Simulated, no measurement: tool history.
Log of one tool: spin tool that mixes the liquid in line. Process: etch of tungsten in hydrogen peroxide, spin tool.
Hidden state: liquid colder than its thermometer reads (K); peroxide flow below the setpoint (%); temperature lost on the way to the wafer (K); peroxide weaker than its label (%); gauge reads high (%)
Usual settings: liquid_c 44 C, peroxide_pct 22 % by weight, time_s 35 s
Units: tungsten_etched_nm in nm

run,hour,liquid_c,peroxide_pct,time_s,wafers since the last listed run,hours since the thermometer was replaced,hours since the peroxide flow meter was replaced,hours since the heated supply line was repaired,hours since the drum of peroxide was connected,hours since the gauge calibration,"read-back film thickness of the tungsten reference wafer, read on the same gauge (nm)",tungsten_etched_nm
1,0,44,22,35,0,1194.1,403.6,473,573.1,1644.9,30,30.11
2,59.3,44,22,35,609,1253.4,462.9,532.3,632.4,1704.2,30,30.2
3,106.3,44,22,35,482,1300.4,509.9,579.3,679.4,1751.2,30,30.33
# hour 150.2: gauge calibrated
4,153.8,44,23.5,35,487,1347.9,557.4,626.8,726.9,3.6,29.99,31.16
# hour 188.1: thermometer replaced
5,305.8,44,22,50,1550,117.7,709.4,778.8,878.9,155.6,30,42.27
6,330.9,47,22,35,257,142.8,734.5,803.9,904,180.7,30,35.73
# hour 397: peroxide flow meter replaced
7,397.5,47,22,35,673,209.4,0.5,870.5,970.6,247.3,29.98,35.53
8,432.6,47,22,35,360,244.5,35.6,905.6,1005.7,282.4,30,35.73
9,494.6,44,22,35,636,306.5,97.6,967.6,1067.7,344.4,30.01,29.41
10,527.7,44,22,35,339,339.6,130.7,1000.7,1100.8,377.5,30,29.41
11,563.6,38,22,15,368,375.5,166.6,1036.6,1136.7,413.4,30,8.47
12,678.8,44,28,35,1183,490.7,281.8,1151.8,1251.9,528.6,30,32.78
13,716.8,49.5,22,50,390,528.7,319.8,1189.8,1289.9,566.6,29.99,58.76
14,752.9,50.5,15.5,50,370,564.8,355.9,1225.9,1326,602.7,30.01,52.53
15,784.2,51.5,18,35,321,596.1,387.2,1257.2,1357.3,634,29.98,41.81
16,854.9,50,25,35,726,666.8,457.9,1327.9,1428,704.7,29.99,44.42
17,916.2,47,19,20,629,728.1,519.2,1389.2,1489.3,766,30,18.34
# hour 927.2: new drum of peroxide connected
18,958.9,47.5,22,20,428,770.8,561.9,1431.9,31.7,808.7,30.01,21.41

Forecast run 19:
# hour 979.7: heated supply line repaired
19,992.4,37,22,35,333,804.3,595.4,12.7,65.2,842.2,?,?

{"run 19": {"read-back film thickness of the tungsten reference wafer, read on the same gauge (nm)": 30, "tungsten_etched_nm": 19.99}}
Without the tool's hidden state the same run would have given tungsten_etched_nm 20.05 nm.
